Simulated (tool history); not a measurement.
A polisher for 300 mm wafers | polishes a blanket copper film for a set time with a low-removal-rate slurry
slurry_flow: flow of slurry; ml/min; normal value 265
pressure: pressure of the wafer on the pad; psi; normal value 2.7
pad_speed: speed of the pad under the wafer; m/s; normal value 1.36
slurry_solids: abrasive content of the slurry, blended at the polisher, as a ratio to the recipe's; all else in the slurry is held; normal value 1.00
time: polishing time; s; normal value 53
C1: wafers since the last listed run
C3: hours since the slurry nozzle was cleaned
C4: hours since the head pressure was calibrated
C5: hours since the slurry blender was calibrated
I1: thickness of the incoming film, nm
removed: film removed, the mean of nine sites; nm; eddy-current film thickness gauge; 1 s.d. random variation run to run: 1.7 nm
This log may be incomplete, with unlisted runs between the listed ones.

Run 1, hour 0.0: usual settings but pad_speed 1.04 m/s; C1 0; wafers polished on this pad 1619; C3 68.3; C4 75.4; C5 214.3; I1 1406.0. Result: removed 158.0 nm.
At hour 6.2: worn pad replaced by a new one.
Run 2, hour 102.9: usual settings but pad_speed 1.04 m/s; C1 618; wafers polished on this pad 604; C3 171.2; C4 178.3; C5 317.2; I1 1422.0. Result: removed 166.6 nm.
Run 3, hour 162.0: usual settings but pad_speed 1.04 m/s; C1 369; wafers polished on this pad 974; C3 230.3; C4 237.4; C5 376.3; I1 1431.7. Result: removed 161.1 nm.
At hour 170.2: slurry blender recalibrated.
At hour 184.6: slurry nozzle cleaned.
Run 4, hour 224.9: usual settings but slurry_flow 205 ml/min, slurry_solids 0.80; C1 374; wafers polished on this pad 1349; C3 40.3; C4 300.3; C5 54.7; I1 1407.0. Result: removed 196.2 nm.
At hour 238.1: worn pad replaced by a new one.
Run 5, hour 261.0: usual settings but slurry_flow 205 ml/min, slurry_solids 0.80; C1 200; wafers polished on this pad 143; C3 76.4; C4 336.4; C5 90.8; I1 1414.0. Result: removed 211.9 nm.
Run 6, hour 341.3: usual settings but slurry_flow 205 ml/min, slurry_solids 0.80; C1 502; wafers polished on this pad 645; C3 156.7; C4 416.7; C5 171.1; I1 1401.2. Result: removed 206.0 nm.
Run 7, hour 407.7: usual settings; C1 415; wafers polished on this pad 1061; C3 223.1; C4 483.1; C5 237.5; I1 1438.3. Result: removed 212.6 nm.
At hour 415.5: slurry nozzle cleaned.
At hour 469.8: worn pad replaced by a new one.
Run 8, hour 523.4: usual settings; C1 692; wafers polished on this pad 335; C3 107.9; C4 598.8; C5 353.2; I1 1419.9. Result: removed 223.7 nm.
At hour 536.6: head pressure recalibrated.
Run 9, hour 592.4: usual settings; C1 419; wafers polished on this pad 754; C3 176.9; C4 55.8; C5 422.2; I1 1410.0. Result: removed 214.9 nm.
Run 10, hour 633.3: usual settings; C1 255; wafers polished on this pad 1010; C3 217.8; C4 96.7; C5 463.1; I1 1435.0. Result: removed 214.1 nm.
At hour 664.5: slurry blender recalibrated.
Run 11, hour 689.5: usual settings but pad_speed 1.74 m/s; C1 339; wafers polished on this pad 1349; C3 274.0; C4 152.9; C5 25.0; I1 1451.9. Result: removed 266.3 nm.
At hour 708.9: slurry nozzle cleaned.
At hour 748.5: worn pad replaced by a new one.
Run 12, hour 758.9: usual settings; C1 402; wafers polished on this pad 65; C3 50.0; C4 222.3; C5 94.4; I1 1403.8. Result: removed 227.0 nm.
Run 13, hour 848.5: usual settings but slurry_solids 0.70, time 39 s; C1 560; wafers polished on this pad 625; C3 139.6; C4 311.9; C5 184.0; I1 1396.2. Result: removed 150.3 nm.
Run 14, hour 899.8: usual settings but slurry_flow 195 ml/min, pad_speed 1.22 m/s, slurry_solids 0.80; C1 321; wafers polished on this pad 946; C3 190.9; C4 363.2; C5 235.3; I1 1420.4. Result: removed 177.8 nm.
At hour 976.7: worn pad replaced by a new one.
At hour 990.4: slurry nozzle cleaned.
Run 15, hour 1002.0: usual settings but pressure 2.3 psi; C1 608; wafers polished on this pad 152; C3 11.6; C4 465.4; C5 337.5; I1 1436.8. Result: removed 193.5 nm.
Run 16, hour 1049.0: usual settings but slurry_flow 210 ml/min, time 36 s; C1 294; wafers polished on this pad 446; C3 58.6; C4 512.4; C5 384.5; I1 1398.8. Result: removed 145.7 nm.
At hour 1057.4: slurry blender recalibrated.
Run 17, hour 1126.5: usual settings but slurry_flow 225 ml/min; C1 472; wafers polished on this pad 918; C3 136.1; C4 589.9; C5 69.1; I1 1426.7. Result: removed 209.2 nm.
At hour 1146.4: head pressure recalibrated.
Run 18, hour 1186.5: usual settings; C1 362; wafers polished on this pad 1281; C3 196.1; C4 40.1; C5 129.1; I1 1424.7. Result: removed 209.7 nm.
At hour 1264.6: worn pad replaced by a new one.
Run 19, hour 1265.1: usual settings but slurry_flow 220 ml/min, pad_speed 1.64 m/s, time 34 s; C1 466; wafers polished on this pad 3; C3 274.7; C4 118.7; C5 207.7; I1 1428.1. Result: removed 174.1 nm.
At hour 1266.9: slurry nozzle cleaned.
Run 20, hour 1336.4: usual settings; C1 439; wafers polished on this pad 443; C3 69.5; C4 190.0; C5 279.0; I1 1400.2. Result: removed 224.1 nm.

Across each entry between runs, compare the hidden state at the last listed run before it with the hidden state at the first listed run after it:
Run 1 -> run 2: worn pad replaced by a new one (hour 6.2)
  removal rate lost through wear of the pad, %: 9.64 -> 4.88
  measured value less the no-hidden-state value, removed: -16.9 -> -8.5 nm
Run 3 -> run 4: slurry blender recalibrated (hour 170.2); slurry nozzle cleaned (hour 184.6)
  removal rate lost through wear of the pad, %: 7.04 -> 9.33
  measured value less the no-hidden-state value, removed: -12.2 -> -20.2 nm
Run 4 -> run 5: worn pad replaced by a new one (hour 238.1)
  removal rate lost through wear of the pad, %: 9.33 -> 2.22
  measured value less the no-hidden-state value, removed: -20.2 -> -4.8 nm
Run 7 -> run 8: slurry nozzle cleaned (hour 415.5); worn pad replaced by a new one (hour 469.8)
  removal rate lost through wear of the pad, %: 7.58 -> 2.41
  measured value less the no-hidden-state value, removed: -17.4 -> -5.5 nm
Run 8 -> run 9: head pressure recalibrated (hour 536.6)
  removal rate lost through wear of the pad, %: 2.41 -> 4.92
  measured value less the no-hidden-state value, removed: -5.5 -> -11.1 nm
Run 10 -> run 11: slurry blender recalibrated (hour 664.5)
  removal rate lost through wear of the pad, %: 6.41 -> 8.46
  measured value less the no-hidden-state value, removed: -14.7 -> -24.6 nm
Run 11 -> run 12: slurry nozzle cleaned (hour 708.9); worn pad replaced by a new one (hour 748.5)
  removal rate lost through wear of the pad, %: 8.46 -> 2.16
  measured value less the no-hidden-state value, removed: -24.6 -> -5.0 nm
Run 14 -> run 15: worn pad replaced by a new one (hour 976.7); slurry nozzle cleaned (hour 990.4)
  removal rate lost through wear of the pad, %: 7.3 -> 2.29
  measured value less the no-hidden-state value, removed: -14.0 -> -4.5 nm
Run 16 -> run 17: slurry blender recalibrated (hour 1057.4)
  removal rate lost through wear of the pad, %: 4.01 -> 6.84
  measured value less the no-hidden-state value, removed: -6.1 -> -15.4 nm
Run 17 -> run 18: head pressure recalibrated (hour 1146.4)
  removal rate lost through wear of the pad, %: 6.84 -> 9.02
  measured value less the no-hidden-state value, removed: -15.4 -> -20.8 nm
Run 18 -> run 19: worn pad replaced by a new one (hour 1264.6)
  removal rate lost through wear of the pad, %: 9.02 -> 0.307
  measured value less the no-hidden-state value, removed: -20.8 -> -0.5 nm
Run 19 -> run 20: slurry nozzle cleaned (hour 1266.9)
  removal rate lost through wear of the pad, %: 0.307 -> 2.91
  measured value less the no-hidden-state value, removed: -0.5 -> -6.7 nm

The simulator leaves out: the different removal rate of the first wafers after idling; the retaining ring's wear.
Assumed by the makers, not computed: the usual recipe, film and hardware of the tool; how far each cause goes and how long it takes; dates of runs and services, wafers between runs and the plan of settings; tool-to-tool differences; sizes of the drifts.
